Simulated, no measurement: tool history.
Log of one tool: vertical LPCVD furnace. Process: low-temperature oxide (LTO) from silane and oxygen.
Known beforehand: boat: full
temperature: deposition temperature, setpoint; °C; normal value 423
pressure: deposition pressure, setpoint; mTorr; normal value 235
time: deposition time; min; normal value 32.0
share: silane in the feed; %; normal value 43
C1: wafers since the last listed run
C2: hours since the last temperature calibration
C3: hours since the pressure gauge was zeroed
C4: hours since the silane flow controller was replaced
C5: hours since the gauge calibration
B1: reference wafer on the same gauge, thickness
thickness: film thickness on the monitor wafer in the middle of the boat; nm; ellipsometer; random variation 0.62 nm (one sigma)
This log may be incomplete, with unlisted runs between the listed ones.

{"run": 1, "hour": 0.0, "temperature": 423, "pressure": 235, "time": 32.0, "share": 43, "C1": 0, "C2": 4601.0, "C3": 3957.2, "C4": 4048.1, "C5": 97.8, "B1": 410.18, "thickness": 408.99}
{"run": 2, "hour": 9.1, "temperature": 423, "pressure": 235, "time": 32.0, "share": 43, "C1": 233, "C2": 4610.1, "C3": 3966.3, "C4": 4057.2, "C5": 106.9, "B1": 410.26, "thickness": 410.29}
{"run": 3, "hour": 26.7, "temperature": 423, "pressure": 235, "time": 32.0, "share": 43, "C1": 452, "C2": 4627.7, "C3": 3983.9, "C4": 4074.8, "C5": 124.5, "B1": 409.86, "thickness": 409.38}
{"run": 4, "hour": 41.9, "temperature": 423, "pressure": 235, "time": 25.5, "share": 43, "C1": 390, "C2": 4642.9, "C3": 3999.1, "C4": 4090.0, "C5": 139.7, "B1": 409.62, "thickness": 325.65}
{"run": 5, "hour": 59.6, "temperature": 423, "pressure": 235, "time": 25.5, "share": 43, "C1": 454, "C2": 4660.6, "C3": 4016.8, "C4": 4107.7, "C5": 157.4, "B1": 409.1, "thickness": 325.28}
{"run": 6, "hour": 74.5, "temperature": 423, "pressure": 235, "time": 25.5, "share": 43, "C1": 382, "C2": 4675.5, "C3": 4031.7, "C4": 4122.6, "C5": 172.3, "B1": 408.76, "thickness": 325.26}
{"run": 7, "hour": 81.2, "temperature": 423, "pressure": 235, "time": 32.0, "share": 43, "C1": 172, "C2": 4682.2, "C3": 4038.4, "C4": 4129.3, "C5": 179.0, "B1": 408.67, "thickness": 407.67}
{"run": 8, "hour": 95.6, "temperature": 423, "pressure": 235, "time": 32.0, "share": 43, "C1": 370, "C2": 4696.6, "C3": 4052.8, "C4": 4143.7, "C5": 193.4, "B1": 408.04, "thickness": 406.7}
{"run": 9, "hour": 111.9, "temperature": 423, "pressure": 235, "time": 32.0, "share": 43, "C1": 418, "C2": 4712.9, "C3": 4069.1, "C4": 4160.0, "C5": 209.7, "B1": 407.76, "thickness": 406.86}
{"hour": 141.5, "done": "gauge calibrated"}
{"hour": 150.6, "done": "thermocouples replaced and temperature profile calibrated"}
{"hour": 153.5, "done": "silane flow controller replaced"}
{"run": 10, "hour": 154.0, "temperature": 423, "pressure": 235, "time": 32.0, "share": 43, "C1": 390, "C2": 3.4, "C3": 4111.2, "C4": 0.5, "C5": 12.5, "B1": 410.92, "thickness": 410.74}
{"run": 11, "hour": 157.3, "temperature": 423, "pressure": 235, "time": 32.0, "share": 43, "C1": 84, "C2": 6.7, "C3": 4114.5, "C4": 3.8, "C5": 15.8, "B1": 410.69, "thickness": 409.28}
{"run": 12, "hour": 160.6, "temperature": 423, "pressure": 235, "time": 32.0, "share": 43, "C1": 84, "C2": 10.0, "C3": 4117.8, "C4": 7.1, "C5": 19.1, "B1": 410.85, "thickness": 409.12}
{"run": 13, "hour": 170.3, "temperature": 419, "pressure": 235, "time": 32.0, "share": 43, "C1": 249, "C2": 19.7, "C3": 4127.5, "C4": 16.8, "C5": 28.8, "B1": 410.67, "thickness": 394.51}
{"run": 14, "hour": 178.2, "temperature": 419, "pressure": 235, "time": 32.0, "share": 43, "C1": 203, "C2": 27.6, "C3": 4135.4, "C4": 24.7, "C5": 36.7, "B1": 410.57, "thickness": 394.77}
{"run": 15, "hour": 187.9, "temperature": 423, "pressure": 270, "time": 32.0, "share": 43, "C1": 249, "C2": 37.3, "C3": 4145.1, "C4": 34.4, "C5": 46.4, "B1": 410.75, "thickness": 471.82}
{"run": 16, "hour": 204.8, "temperature": 423, "pressure": 235, "time": 32.0, "share": 43, "C1": 434, "C2": 54.2, "C3": 4162.0, "C4": 51.3, "C5": 63.3, "B1": 410.61, "thickness": 410.36}
{"run": 17, "hour": 217.0, "temperature": 423, "pressure": 235, "time": 32.0, "share": 43, "C1": 313, "C2": 66.4, "C3": 4174.2, "C4": 63.5, "C5": 75.5, "B1": 410.39, "thickness": 408.22}
{"run": 18, "hour": 230.9, "temperature": 432, "pressure": 235, "time": 44.5, "share": 43, "C1": 357, "C2": 80.3, "C3": 4188.1, "C4": 77.4, "C5": 89.4, "B1": 410.03, "thickness": 621.24}
{"hour": 258.2, "done": "pressure gauge zeroed"}
{"run": 19, "hour": 258.7, "temperature": 423, "pressure": 235, "time": 32.0, "share": 43, "C1": 97, "C2": 108.1, "C3": 0.5, "C4": 105.2, "C5": 117.2, "B1": 409.73, "thickness": 408.74}
{"run": 20, "hour": 262.1, "temperature": 419, "pressure": 270, "time": 20.0, "share": 36, "C1": 87, "C2": 111.5, "C3": 3.9, "C4": 108.6, "C5": 120.6, "B1": 409.51, "thickness": 230.54}
{"run": 21, "hour": 268.2, "temperature": 423, "pressure": 235, "time": 20.0, "share": 43, "C1": 156, "C2": 117.6, "C3": 10.0, "C4": 114.7, "C5": 126.7, "B1": 409.5, "thickness": 255.52}
{"run": 22, "hour": 280.4, "temperature": 431, "pressure": 235, "time": 23.0, "share": 43, "C1": 313, "C2": 129.8, "C3": 22.2, "C4": 126.9, "C5": 138.9, "B1": 409.4, "thickness": 317.69}
{"run": 23, "hour": 288.4, "temperature": 423, "pressure": 235, "time": 24.0, "share": 49, "C1": 205, "C2": 137.8, "C3": 30.2, "C4": 134.9, "C5": 146.9, "B1": 409.0, "thickness": 344.84}
{"run": 24, "hour": 296.7, "temperature": 423, "pressure": 235, "time": 32.0, "share": 43, "C1": 213, "C2": 146.1, "C3": 38.5, "C4": 143.2, "C5": 155.2, "B1": 408.88, "thickness": 409.08}
{"run": 25, "hour": 307.8, "temperature": 419, "pressure": 185, "time": 32.0, "share": 43, "C1": 285, "C2": 157.2, "C3": 49.6, "C4": 154.3, "C5": 166.3, "B1": 408.56, "thickness": 309.52}
{"run": 26, "hour": 324.3, "temperature": 423, "pressure": 285, "time": 25.5, "share": 38, "C1": 423, "C2": 173.7, "C3": 66.1, "C4": 170.8, "C5": 182.8, "B1": 408.26, "thickness": 343.3}
{"run": 27, "hour": 337.1, "temperature": 423, "pressure": 265, "time": 32.0, "share": 43, "C1": 328, "C2": 186.5, "C3": 78.9, "C4": 183.6, "C5": 195.6, "B1": 407.76, "thickness": 458.73}
{"run": 28, "hour": 349.5, "temperature": 423, "pressure": 195, "time": 39.0, "share": 43, "C1": 318, "C2": 198.9, "C3": 91.3, "C4": 196.0, "C5": 208.0, "B1": 407.43, "thickness": 411.16}

State the hidden condition of the tool at each of the runs:
true tube temperature minus thermocouple reading, K: 0 on each run
true pressure minus gauge reading, mTorr: 0 on each run
deviation of the silane flow from its setpoint, %: 0 on each run
H1: gauge reads high (%)
run=1 H1=-0.175
run=2 H1=-0.209
run=3 H1=-0.284
run=4 H1=-0.357
run=5 H1=-0.454
run=6 H1=-0.544
run=7 H1=-0.587
run=8 H1=-0.686
run=9 H1=-0.806
run=10 H1=-0.0517
run=11 H1=-0.0534
run=12 H1=-0.0555
run=13 H1=-0.064
run=14 H1=-0.0735
run=15 H1=-0.0882
run=16 H1=-0.122
run=17 H1=-0.153
run=18 H1=-0.195
run=19 H1=-0.301
run=20 H1=-0.315
run=21 H1=-0.343
run=22 H1=-0.402
run=23 H1=-0.444
run=24 H1=-0.49
run=25 H1=-0.556
run=26 H1=-0.661
run=27 H1=-0.75
run=28 H1=-0.842
